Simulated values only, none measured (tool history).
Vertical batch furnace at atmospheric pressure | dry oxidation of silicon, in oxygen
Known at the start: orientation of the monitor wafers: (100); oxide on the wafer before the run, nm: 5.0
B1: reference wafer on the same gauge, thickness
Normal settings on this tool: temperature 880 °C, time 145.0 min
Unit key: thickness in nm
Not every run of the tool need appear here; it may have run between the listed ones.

{"run": 1, "day": 0.0, "temperature": 880, "time": 145.0, "B1": 26.89, "thickness": 28.74}
{"run": 2, "day": 3.654, "temperature": 880, "time": 145.0, "B1": 26.88, "thickness": 28.66}
{"run": 3, "day": 5.546, "temperature": 880, "time": 145.0, "B1": 26.93, "thickness": 28.69}
{"run": 4, "day": 16.1, "temperature": 880, "time": 145.0, "B1": 26.89, "thickness": 28.66}
{"run": 5, "day": 19.362, "temperature": 880, "time": 145.0, "B1": 26.9, "thickness": 28.63}
{"run": 6, "day": 22.867, "temperature": 880, "time": 145.0, "B1": 26.89, "thickness": 28.74}
{"run": 7, "day": 27.221, "temperature": 867, "time": 145.0, "B1": 26.92, "thickness": 25.33}
{"day": 29.35, "done": "gauge calibrated"}
{"run": 8, "day": 30.542, "temperature": 867, "time": 145.0, "B1": 26.89, "thickness": 25.24}
{"day": 32.075, "done": "boat lift adjusted"}
{"run": 9, "day": 33.6, "temperature": 880, "time": 145.0, "B1": 26.88, "thickness": 28.9}
{"run": 10, "day": 35.288, "temperature": 889, "time": 163.5, "B1": 26.89, "thickness": 33.87}
{"run": 11, "day": 39.012, "temperature": 889, "time": 163.5, "B1": 26.91, "thickness": 33.99}
{"day": 41.379, "done": "thermocouples replaced and temperature profile calibrated"}
{"run": 12, "day": 42.35, "temperature": 903, "time": 85.5, "B1": 26.88, "thickness": 24.87}
{"run": 13, "day": 45.196, "temperature": 897, "time": 165.0, "B1": 26.87, "thickness": 35.7}
{"run": 14, "day": 48.146, "temperature": 899, "time": 121.0, "B1": 26.92, "thickness": 29.92}
{"run": 15, "day": 51.212, "temperature": 863, "time": 175.0, "B1": 26.91, "thickness": 26.4}

Expected results for the next run?
{"run": 16, "day": 55.1, "temperature": 895, "time": 118.0, "B1": "?", "thickness": "?"}

Run 16 produced B1 26.89, thickness 28.61 nm.
Without the tool's hidden state the same run would have given thickness 28.00 nm.
